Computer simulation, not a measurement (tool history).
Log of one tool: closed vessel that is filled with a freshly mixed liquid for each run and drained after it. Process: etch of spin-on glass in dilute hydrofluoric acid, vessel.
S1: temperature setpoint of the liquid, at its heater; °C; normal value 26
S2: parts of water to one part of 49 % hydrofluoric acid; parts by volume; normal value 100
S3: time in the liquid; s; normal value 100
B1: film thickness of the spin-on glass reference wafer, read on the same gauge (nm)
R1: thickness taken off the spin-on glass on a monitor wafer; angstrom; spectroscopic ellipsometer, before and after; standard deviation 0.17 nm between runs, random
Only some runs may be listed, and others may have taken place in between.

| run | day | S1 | S2 | S3 | B1 | R1 |
|---|---|---|---|---|---|---|
| 1 | 0 | 26 | 100 | 100 | 29.95 | 407 |
| 2 | 0.554 | 26 | 100 | 100 | 29.99 | 408.8 |
| 3 | 1.792 | 26 | 100 | 100 | 29.98 | 408.7 |
| 4 | 2.283 | 23.5 | 100 | 100 | 30.04 | 369.2 |
| 5 | 2.996 | 29 | 120 | 100 | 29.97 | 373.2 |
| 6 | 3.512 | 26 | 100 | 100 | 30.01 | 409 |
| 7 | 3.95 | 26 | 100 | 100 | 30.02 | 410.6 |
| 8 | 4.629 | 26 | 100 | 100 | 29.99 | 409.5 |
| 9 | 4.888 | 22.5 | 100 | 100 | 30.04 | 354.4 |
| 10 | 5.429 | 22.5 | 100 | 100 | 30.03 | 357.6 |
| 11 | 5.975 | 22.5 | 100 | 100 | 29.97 | 360.3 |
| 12 | 6.529 | 26 | 100 | 100 | 30.01 | 411.3 |
| 13 | 6.804 | 26 | 100 | 100 | 29.98 | 411 |
| 14 | 7.383 | 26 | 100 | 100 | 29.99 | 409.6 |
| 15 | 8.129 | 26 | 100 | 120 | 30 | 489.5 |
| 16 | 8.638 | 26 | 100 | 100 | 29.98 | 413.2 |
| 17 | 9.125 | 22 | 100 | 100 | 30 | 351.4 |
| 18 | 9.825 | 26 | 115 | 45 | 30.01 | 157.5 |
|  | 10.142 | thermometer replaced |
| 19 | 10.317 | 26 | 100 | 100 | 30.04 | 412.9 |
| 20 | 10.692 | 24.5 | 50 | 140 | 30.01 | 1161.6 |
| 21 | 11.012 | 26 | 100 | 100 | 30.03 | 413.9 |
| 22 | 11.304 | 27.5 | 140 | 145 | 30 | 433.7 |
| 23 | 11.642 | 21 | 135 | 40 | 29.95 | 96.6 |
|  | 12.171 | hydrofluoric acid flow meter replaced |
|  | 12.242 | gauge calibrated |
| 24 | 12.296 | 28 | 50 | 100 | 30.01 | 832.9 |
| 25 | 12.908 | 24 | 70 | 100 | 29.99 | 496.3 |
| 26 | 13.638 | 29 | 80 | 100 | 30.01 | 524 |
| 27 | 14.225 | 26 | 100 | 160 | 30.02 | 580 |
| 28 | 14.496 | 26 | 140 | 100 | 29.99 | 245.9 |
| 29 | 14.95 | 29.5 | 60 | 140 | 30.03 | 1024.9 |
| 30 | 15.912 | 26 | 100 | 100 | 30 | 359.6 |
| 31 | 16.242 | 26 | 130 | 65 | 30 | 174.3 |
| 32 | 17.079 | 26 | 100 | 80 | 30.06 | 288.9 |
| 33 | 17.679 | 28.5 | 145 | 155 | 29.99 | 404 |

For each run, the measured value with the value that run would have given without the tool's hidden condition subtracted. The run-to-run variation is shared by both, the gauge scatter possibly not:
The tool's hidden condition here consists of: liquid colder than its thermometer reads (K); hydrofluoric acid flow above the setpoint (%); gauge reads high (%).
| run | R1 |
|---|---|
| 1 | +49.5 |
| 2 | +49.9 |
| 3 | +50.5 |
| 4 | +45.6 |
| 5 | +47.8 |
| 6 | +51.2 |
| 7 | +51.7 |
| 8 | +51.8 |
| 9 | +44.6 |
| 10 | +45.3 |
| 11 | +45.7 |
| 12 | +52.9 |
| 13 | +52.9 |
| 14 | +53.1 |
| 15 | +63.8 |
| 16 | +54.1 |
| 17 | +45.8 |
| 18 | +21.1 |
| 19 | +54.8 |
| 20 | +147.1 |
| 21 | +55.3 |
| 22 | +60.2 |
| 23 | +13.2 |
| 24 | +5.8 |
| 25 | +3.9 |
| 26 | +4.8 |
| 27 | +5.7 |
| 28 | +2.7 |
| 29 | +10.7 |
| 30 | +4.5 |
| 31 | +2.3 |
| 32 | +4 |
| 33 | +6.2 |
